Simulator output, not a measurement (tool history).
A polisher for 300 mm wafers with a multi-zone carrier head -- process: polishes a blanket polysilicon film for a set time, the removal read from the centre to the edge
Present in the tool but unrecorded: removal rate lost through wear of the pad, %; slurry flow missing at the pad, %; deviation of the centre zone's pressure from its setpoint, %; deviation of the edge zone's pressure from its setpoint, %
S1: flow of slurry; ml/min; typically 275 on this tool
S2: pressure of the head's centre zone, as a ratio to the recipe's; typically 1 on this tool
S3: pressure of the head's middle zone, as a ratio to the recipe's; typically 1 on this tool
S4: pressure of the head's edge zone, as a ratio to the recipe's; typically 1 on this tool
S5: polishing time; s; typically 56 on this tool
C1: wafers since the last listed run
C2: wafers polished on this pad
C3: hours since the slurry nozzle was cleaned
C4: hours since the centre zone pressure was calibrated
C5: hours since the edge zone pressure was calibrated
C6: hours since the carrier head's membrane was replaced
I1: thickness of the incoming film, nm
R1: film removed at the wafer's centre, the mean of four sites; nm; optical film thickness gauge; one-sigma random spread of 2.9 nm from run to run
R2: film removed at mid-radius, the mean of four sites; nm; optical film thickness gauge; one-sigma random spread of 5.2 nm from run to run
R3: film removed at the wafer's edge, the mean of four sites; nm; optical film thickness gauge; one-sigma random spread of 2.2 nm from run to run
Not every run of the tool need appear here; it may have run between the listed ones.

{"run": 1, "hour": 0.0, "S1": 275, "S2": 1, "S3": 1, "S4": 1, "S5": 62, "C1": 0, "C2": 930, "C3": 521.6, "C4": 13.9, "C5": 1139.8, "C6": 406.4, "I1": 1858.5, "R1": 390.1, "R2": 385.2, "R3": 388.6}
{"hour": 47.5, "done": "edge zone pressure recalibrated"}
{"run": 2, "hour": 82.5, "S1": 275, "S2": 1, "S3": 1, "S4": 1, "S5": 62, "C1": 769, "C2": 1699, "C3": 604.1, "C4": 96.4, "C5": 35, "C6": 488.9, "I1": 1866.4, "R1": 385.1, "R2": 385.1, "R3": 386.3}
{"hour": 88.1, "done": "slurry nozzle cleaned"}
{"run": 3, "hour": 169.0, "S1": 275, "S2": 1, "S3": 0.96, "S4": 1, "S5": 56, "C1": 817, "C2": 2517, "C3": 80.9, "C4": 182.9, "C5": 121.5, "C6": 575.4, "I1": 1847.7, "R1": 344.7, "R2": 335.5, "R3": 347.5}
{"hour": 269.6, "done": "carrier head's membrane replaced by a new one"}
{"run": 4, "hour": 270.1, "S1": 275, "S2": 1, "S3": 1.06, "S4": 1, "S5": 56, "C1": 918, "C2": 3435, "C3": 182, "C4": 284, "C5": 222.6, "C6": 0.5, "I1": 1906.6, "R1": 339, "R2": 365.6, "R3": 343.8}
{"run": 5, "hour": 367.9, "S1": 205, "S2": 0.92, "S3": 0.91, "S4": 1, "S5": 46, "C1": 934, "C2": 4370, "C3": 279.8, "C4": 381.8, "C5": 320.4, "C6": 98.3, "I1": 1862, "R1": 242.9, "R2": 248, "R3": 266.5}
{"run": 6, "hour": 469.4, "S1": 235, "S2": 1.09, "S3": 1, "S4": 0.91, "S5": 74, "C1": 970, "C2": 5340, "C3": 381.3, "C4": 483.3, "C5": 421.9, "C6": 199.8, "I1": 1897.2, "R1": 458.5, "R2": 439.3, "R3": 409.4}
{"hour": 485.6, "done": "worn pad replaced by a new one"}
{"run": 7, "hour": 571.5, "S1": 235, "S2": 1.09, "S3": 1, "S4": 0.91, "S5": 74, "C1": 937, "C2": 821, "C3": 483.4, "C4": 585.4, "C5": 524, "C6": 301.9, "I1": 1849.1, "R1": 490.3, "R2": 457.7, "R3": 428.7}
{"run": 8, "hour": 624.8, "S1": 275, "S2": 1, "S3": 1, "S4": 1, "S5": 61, "C1": 509, "C2": 1330, "C3": 536.7, "C4": 638.7, "C5": 577.3, "C6": 355.2, "I1": 1872.1, "R1": 376.7, "R2": 380.4, "R3": 377.2}
{"run": 9, "hour": 702.8, "S1": 275, "S2": 1, "S3": 1, "S4": 1, "S5": 44, "C1": 745, "C2": 2076, "C3": 614.7, "C4": 716.7, "C5": 655.3, "C6": 433.2, "I1": 1854.5, "R1": 265.5, "R2": 274.5, "R3": 266.3}
{"hour": 733.4, "done": "slurry nozzle cleaned"}
{"run": 10, "hour": 1013.7, "S1": 275, "S2": 1, "S3": 0.92, "S4": 0.92, "S5": 56, "C1": 2962, "C2": 5038, "C3": 280.3, "C4": 1027.6, "C5": 966.2, "C6": 744.1, "I1": 1865.4, "R1": 326.4, "R2": 296.8, "R3": 313.5}
{"hour": 1059.4, "done": "worn pad replaced by a new one"}
{"hour": 1106.1, "done": "carrier head's membrane replaced by a new one"}
{"run": 11, "hour": 1117.0, "S1": 230, "S2": 1, "S3": 1, "S4": 1, "S5": 45, "C1": 901, "C2": 502, "C3": 383.6, "C4": 1130.9, "C5": 1069.5, "C6": 10.9, "I1": 1863.9, "R1": 275.7, "R2": 279.1, "R3": 275.9}
{"run": 12, "hour": 1177.3, "S1": 275, "S2": 1, "S3": 1, "S4": 1, "S5": 56, "C1": 576, "C2": 1079, "C3": 443.9, "C4": 1191.2, "C5": 1129.8, "C6": 71.2, "I1": 1885.2, "R1": 350.3, "R2": 351.8, "R3": 347.2}
{"run": 13, "hour": 1239.1, "S1": 345, "S2": 0.97, "S3": 1, "S4": 0.97, "S5": 56, "C1": 590, "C2": 1669, "C3": 505.7, "C4": 1253, "C5": 1191.6, "C6": 133, "I1": 1852.9, "R1": 344.4, "R2": 370.2, "R3": 348}
{"hour": 1267.8, "done": "slurry nozzle cleaned"}
{"run": 14, "hour": 1344.9, "S1": 205, "S2": 1.05, "S3": 1, "S4": 1.09, "S5": 56, "C1": 1001, "C2": 2671, "C3": 77.1, "C4": 1358.8, "C5": 1297.4, "C6": 238.8, "I1": 1881.8, "R1": 342.1, "R2": 334.6, "R3": 349.1}
{"hour": 1348.9, "done": "centre zone pressure recalibrated"}
{"hour": 1370.4, "done": "edge zone pressure recalibrated"}
{"run": 15, "hour": 1410.9, "S1": 275, "S2": 1, "S3": 1, "S4": 1, "S5": 56, "C1": 592, "C2": 3264, "C3": 143.1, "C4": 62, "C5": 40.5, "C6": 304.8, "I1": 1846.9, "R1": 340.5, "R2": 342.7, "R3": 337.1}
{"run": 16, "hour": 1461.0, "S1": 310, "S2": 1.08, "S3": 1.1, "S4": 1, "S5": 43, "C1": 478, "C2": 3742, "C3": 193.2, "C4": 112.1, "C5": 90.6, "C6": 354.9, "I1": 1854.8, "R1": 282.3, "R2": 288.7, "R3": 261.1}
{"run": 17, "hour": 1584.8, "S1": 360, "S2": 0.94, "S3": 1, "S4": 1, "S5": 56, "C1": 1183, "C2": 4926, "C3": 317, "C4": 235.9, "C5": 214.4, "C6": 478.7, "I1": 1876.9, "R1": 318.1, "R2": 338.4, "R3": 333.8}
{"hour": 1646.3, "done": "worn pad replaced by a new one"}
{"run": 18, "hour": 1679.9, "S1": 370, "S2": 0.9, "S3": 0.95, "S4": 1, "S5": 73, "C1": 870, "C2": 320, "C3": 412.1, "C4": 331, "C5": 309.5, "C6": 573.8, "I1": 1865.9, "R1": 432.6, "R2": 451.8, "R3": 474}
{"run": 19, "hour": 1780.5, "S1": 275, "S2": 1, "S3": 1, "S4": 1, "S5": 56, "C1": 961, "C2": 1282, "C3": 512.7, "C4": 431.6, "C5": 410.1, "C6": 674.4, "I1": 1859.9, "R1": 345.5, "R2": 354.5, "R3": 353.4}
{"run": 20, "hour": 1833.5, "S1": 200, "S2": 1.08, "S3": 1, "S4": 1.07, "S5": 74, "C1": 506, "C2": 1789, "C3": 565.7, "C4": 484.6, "C5": 463.1, "C6": 727.4, "I1": 1889.6, "R1": 471.3, "R2": 447, "R3": 461.1}
{"hour": 1856.0, "done": "slurry nozzle cleaned"}
{"hour": 1871.9, "done": "carrier head's membrane replaced by a new one"}
{"run": 21, "hour": 1881.5, "S1": 275, "S2": 1, "S3": 1, "S4": 1, "S5": 61, "C1": 401, "C2": 2190, "C3": 25.5, "C4": 532.6, "C5": 511.1, "C6": 9.6, "I1": 1856.6, "R1": 377.2, "R2": 383.1, "R3": 376.2}

What differs in the tool's unlogged condition from the final listed run ahead of each entry between runs to the first listed run following it?
Logged between run 1 and run 2: edge zone pressure recalibrated (hour 47.5)
  removal rate lost through wear of the pad, %: 1.42 -> 2.56
  measured less the result without the state, R1: -5.6 -> -10.1 nm; R2: -5.6 -> -10.1 nm; R3: -5.6 -> -10.1 nm
Logged between run 2 and run 3: slurry nozzle cleaned (hour 88.1)
  removal rate lost through wear of the pad, %: 2.56 -> 3.76
  measured less the result without the state, R1: -10.1 -> -13.4 nm; R2: -10.1 -> -13.1 nm; R3: -10.1 -> -13.6 nm
Logged between run 3 and run 4: carrier head's membrane replaced by a new one (hour 269.6)
  removal rate lost through wear of the pad, %: 3.76 -> 5.16
  measured less the result without the state, R1: -13.4 -> -18.5 nm; R2: -13.1 -> -19.9 nm; R3: -13.6 -> -18.7 nm
Logged between run 6 and run 7: worn pad replaced by a new one (hour 485.6)
  removal rate lost through wear of the pad, %: 7.92 -> 3.11
  measured less the result without the state, R1: -39.5 -> -15.8 nm; R2: -37.7 -> -14.7 nm; R3: -35.2 -> -13.8 nm
Logged between run 9 and run 10: slurry nozzle cleaned (hour 733.4)
  removal rate lost through wear of the pad, %: 4.93 -> 9.24
  measured less the result without the state, R1: -13.8 -> -33.2 nm; R2: -14.2 -> -30.2 nm; R3: -13.8 -> -31.9 nm
Logged between run 10 and run 11: worn pad replaced by a new one (hour 1059.4); carrier head's membrane replaced by a new one (hour 1106.1)
  removal rate lost through wear of the pad, %: 9.24 -> 1.27
  measured less the result without the state, R1: -33.2 -> -3.6 nm; R2: -30.2 -> -3.6 nm; R3: -31.9 -> -3.6 nm
Logged between run 13 and run 14: slurry nozzle cleaned (hour 1267.8)
  removal rate lost through wear of the pad, %: 2.96 -> 4.43
  measured less the result without the state, R1: -10.5 -> -15.8 nm; R2: -11.3 -> -15.5 nm; R3: -10.6 -> -16.2 nm
Logged between run 14 and run 15: centre zone pressure recalibrated (hour 1348.9); edge zone pressure recalibrated (hour 1370.4)
  removal rate lost through wear of the pad, %: 4.43 -> 5.34
  measured less the result without the state, R1: -15.8 -> -19.2 nm; R2: -15.5 -> -19.4 nm; R3: -16.2 -> -19 nm
Logged between run 17 and run 18: worn pad replaced by a new one (hour 1646.3)
  removal rate lost through wear of the pad, %: 7.75 -> 0.506
  measured less the result without the state, R1: -26.7 -> -2.2 nm; R2: -28.5 -> -2.3 nm; R3: -28 -> -2.4 nm
Logged between run 20 and run 21: slurry nozzle cleaned (hour 1856); carrier head's membrane replaced by a new one (hour 1871.9)
  removal rate lost through wear of the pad, %: 2.63 -> 3.3
  measured less the result without the state, R1: -12.7 -> -12.8 nm; R2: -12.1 -> -13 nm; R3: -12.5 -> -12.8 nm
